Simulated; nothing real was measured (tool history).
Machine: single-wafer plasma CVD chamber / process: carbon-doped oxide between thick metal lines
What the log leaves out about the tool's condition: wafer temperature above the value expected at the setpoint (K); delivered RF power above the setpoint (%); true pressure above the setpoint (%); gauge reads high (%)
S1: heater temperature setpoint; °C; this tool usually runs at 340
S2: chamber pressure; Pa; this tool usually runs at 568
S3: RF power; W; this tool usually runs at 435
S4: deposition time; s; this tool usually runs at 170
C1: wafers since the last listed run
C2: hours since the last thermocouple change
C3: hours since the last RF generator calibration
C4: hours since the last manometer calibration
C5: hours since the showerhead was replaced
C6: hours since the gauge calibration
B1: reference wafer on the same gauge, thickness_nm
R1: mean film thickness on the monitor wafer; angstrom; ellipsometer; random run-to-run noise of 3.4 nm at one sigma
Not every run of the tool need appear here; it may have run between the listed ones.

| run | hour | S1 | S2 | S3 | S4 | C1 | C2 | C3 | C4 | C5 | C6 | B1 | R1 |
|---|---|---|---|---|---|---|---|---|---|---|---|---|---|
| 1 | 0.0 | 340 | 568 | 435 | 170 | 0 | 2695.0 | 2168.3 | 1521.4 | 2832.3 | 144.1 | 824.278 | 7900.57 |
|  | 11.2 | gauge calibrated |
| 2 | 39.5 | 340 | 568 | 435 | 170 | 508 | 2734.5 | 2207.8 | 1560.9 | 2871.8 | 28.3 | 825.146 | 7932.06 |
| 3 | 50.7 | 340 | 480 | 435 | 170 | 144 | 2745.7 | 2219.0 | 1572.1 | 2883.0 | 39.5 | 823.292 | 7741.31 |
| 4 | 68.6 | 340 | 480 | 435 | 170 | 230 | 2763.6 | 2236.9 | 1590.0 | 2900.9 | 57.4 | 825.523 | 7733.77 |
| 5 | 78.4 | 340 | 679 | 435 | 194 | 126 | 2773.4 | 2246.7 | 1599.8 | 2910.7 | 67.2 | 823.316 | 9421.97 |
| 6 | 93.8 | 340 | 679 | 435 | 194 | 198 | 2788.8 | 2262.1 | 1615.2 | 2926.1 | 82.6 | 823.393 | 9333.46 |
|  | 101.8 | thermocouple changed; heater temperature recalibrated |
| 7 | 108.0 | 340 | 568 | 435 | 170 | 79 | 6.2 | 2276.3 | 1629.4 | 2940.3 | 96.8 | 824.081 | 7974.57 |
|  | 118.7 | RF generator calibrated |
|  | 143.2 | gauge calibrated |
|  | 143.5 | capacitance manometer re-zeroed and calibrated |
| 8 | 147.1 | 340 | 568 | 435 | 188 | 297 | 45.3 | 28.4 | 3.6 | 2979.4 | 3.9 | 822.827 | 8811.21 |
|  | 159.3 | showerhead replaced |
| 9 | 159.8 | 340 | 568 | 490 | 201 | 60 | 58.0 | 41.1 | 16.3 | 0.5 | 16.6 | 825.550 | 9724.07 |
| 10 | 166.0 | 335 | 500 | 435 | 170 | 79 | 64.2 | 47.3 | 22.5 | 6.7 | 22.8 | 823.677 | 7946.09 |
| 11 | 175.5 | 340 | 568 | 435 | 170 | 122 | 73.7 | 56.8 | 32.0 | 16.2 | 32.3 | 823.522 | 7973.20 |
| 12 | 193.1 | 326 | 472 | 480 | 188 | 226 | 91.3 | 74.4 | 49.6 | 33.8 | 49.9 | 823.930 | 9296.71 |
| 13 | 205.5 | 340 | 568 | 435 | 170 | 159 | 103.7 | 86.8 | 62.0 | 46.2 | 62.3 | 822.978 | 7976.67 |
| 14 | 213.2 | 340 | 568 | 435 | 170 | 99 | 111.4 | 94.5 | 69.7 | 53.9 | 70.0 | 824.532 | 7910.83 |
| 15 | 219.9 | 351 | 568 | 470 | 170 | 86 | 118.1 | 101.2 | 76.4 | 60.6 | 76.7 | 823.800 | 7965.12 |

What was the tool's hidden state at every run in the log?
wafer temperature above the value expected at the setpoint (K): 0 on each run
delivered RF power above the setpoint (%): 0 on each run
true pressure above the setpoint (%): 0 on each run
gauge reads high (%): 0 on each run
